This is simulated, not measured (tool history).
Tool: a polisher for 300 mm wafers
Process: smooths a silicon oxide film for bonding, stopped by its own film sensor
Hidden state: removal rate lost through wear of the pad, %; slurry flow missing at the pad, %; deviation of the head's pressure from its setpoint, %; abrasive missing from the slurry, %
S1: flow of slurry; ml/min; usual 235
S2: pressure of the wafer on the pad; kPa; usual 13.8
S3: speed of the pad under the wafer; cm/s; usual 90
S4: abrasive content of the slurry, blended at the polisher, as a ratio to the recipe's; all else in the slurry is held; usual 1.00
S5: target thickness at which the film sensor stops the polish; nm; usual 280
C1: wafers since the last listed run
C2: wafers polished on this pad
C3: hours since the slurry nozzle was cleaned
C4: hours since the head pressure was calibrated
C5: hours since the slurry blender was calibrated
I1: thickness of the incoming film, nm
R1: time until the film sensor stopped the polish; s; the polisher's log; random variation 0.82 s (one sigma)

run    hour   S1    S2   S3    S4   S5    C1    C2     C3      C4     C5     I1     R1
  1     0.0  235  13.8   90  1.20  280     0  4037  166.8   479.7   86.6  341.4   74.4
        8.8  -- worn pad replaced by a new one
  2    76.6  235  13.8   90  1.20  280   673   629  243.4   556.3  163.2  335.3   66.1
  3   123.8  235  13.8   90  1.20  280   437  1067  290.6   603.5  210.4  337.2   70.2
  4   226.9  235  13.8   90  1.00  280   956  2024  393.7   706.6  313.5  342.4   82.6
  5   273.3  235  13.8   90  1.00  280   430  2454  440.1   753.0  359.9  344.2   85.9
      362.9  -- slurry nozzle cleaned
      366.7  -- slurry blender recalibrated
      411.3  -- worn pad replaced by a new one
  6   545.3  235  13.8   90  1.00  280  2459  1243  182.4  1025.0  178.6  337.2   78.1
      606.5  -- head pressure recalibrated
  7   646.4  235  13.8   90  1.00  280   919  2163  283.5    39.9  279.7  340.4   75.5
  8   725.3  250  13.8   90  1.00  280   732  2895  362.4   118.8  358.6  339.0   74.2
      792.7  -- worn pad replaced by a new one
  9   794.3  250  13.8   90  1.00  280   603    15  431.4   187.8  427.6  345.0   81.3
      855.1  -- slurry blender recalibrated
 10   863.7  235  13.8   90  1.00  280   625   640  500.8   257.2    8.6  339.3   76.6
 11   917.5  235  13.8   90  1.00  280   499  1139  554.6   311.0   62.4  346.6   86.7
      952.2  -- slurry nozzle cleaned
 12  1094.1  235  13.8   90  1.00  280  1629  2769  141.9   487.6  239.0  335.3   72.1
 13  1159.4  285  12.4   72  1.00  267   605  3375  207.2   552.9  304.3  333.9  115.5
     1221.4  -- worn pad replaced by a new one
 14  1241.5  235  12.4  120  1.00  280   724   186  289.3   635.0  386.4  343.7   74.6
     1312.3  -- slurry blender recalibrated
 15  1325.8  235  15.9   90  1.00  280   763   950  373.6   719.3   13.5  340.1   69.9
 16  1406.6  235  13.8   90  1.10  280   749  1699  454.4   800.1   94.3  335.9   73.6
 17  1512.5  155  13.8   66  1.10  261   982  2682  560.3   906.0  200.2  336.9  134.9
 18  1552.4  235  15.9   90  1.00  280   370  3052  600.2   945.9  240.1  339.8   72.8
     1585.0  -- slurry nozzle cleaned
 19  1650.6  155  13.8   90  0.85  280   901  3954   65.6  1044.1  338.3  341.3   94.4
     1691.2  -- head pressure recalibrated
     1692.5  -- worn pad replaced by a new one
 20  1708.0  235  13.8   90  1.00  280   501   143  123.0    16.8  395.7  338.9   73.3
 21  1745.0  235  17.9  100  0.80  300   343   486  160.0    53.8  432.7  342.8   42.1
     1809.3  -- slurry blender recalibrated
 22  2059.3  235  13.8   90  1.00  286  2898  3385  474.3   368.1  250.0  342.6   72.2
     2104.2  -- slurry nozzle cleaned
 23  2116.9  285  13.8  104  0.80  273   525  3910   12.7   425.7  307.6  341.0   84.0
     2174.6  -- worn pad replaced by a new one
 24  2178.5  235  13.8   90  1.00  280   534    35   74.3   487.3  369.2  340.5   78.3

Some steps in R1 between neighbouring runs. How much of each would the tool show without its hidden state too (settings, what came in, random variation), and how much is left for the hidden state, with any gauge scatter that isn't in both results?
Run 16 -> 17: S1 235 -> 155, S3 90 -> 66, S5 280 -> 261. R1 +61.3 s: hidden state +6.9, all else +54.4.
Run 17 -> 18: S1 155 -> 235, S2 13.8 -> 15.9, S3 66 -> 90, S4 1.10 -> 1.00, S5 261 -> 280. R1 -62.1 s: hidden state -5.9, all else -56.2.
Run 19 -> 20: S1 155 -> 235, S4 0.85 -> 1.00, head pressure recalibrated, worn pad replaced by a new one. R1 -21.1 s: hidden state -10.4, all else -10.7.

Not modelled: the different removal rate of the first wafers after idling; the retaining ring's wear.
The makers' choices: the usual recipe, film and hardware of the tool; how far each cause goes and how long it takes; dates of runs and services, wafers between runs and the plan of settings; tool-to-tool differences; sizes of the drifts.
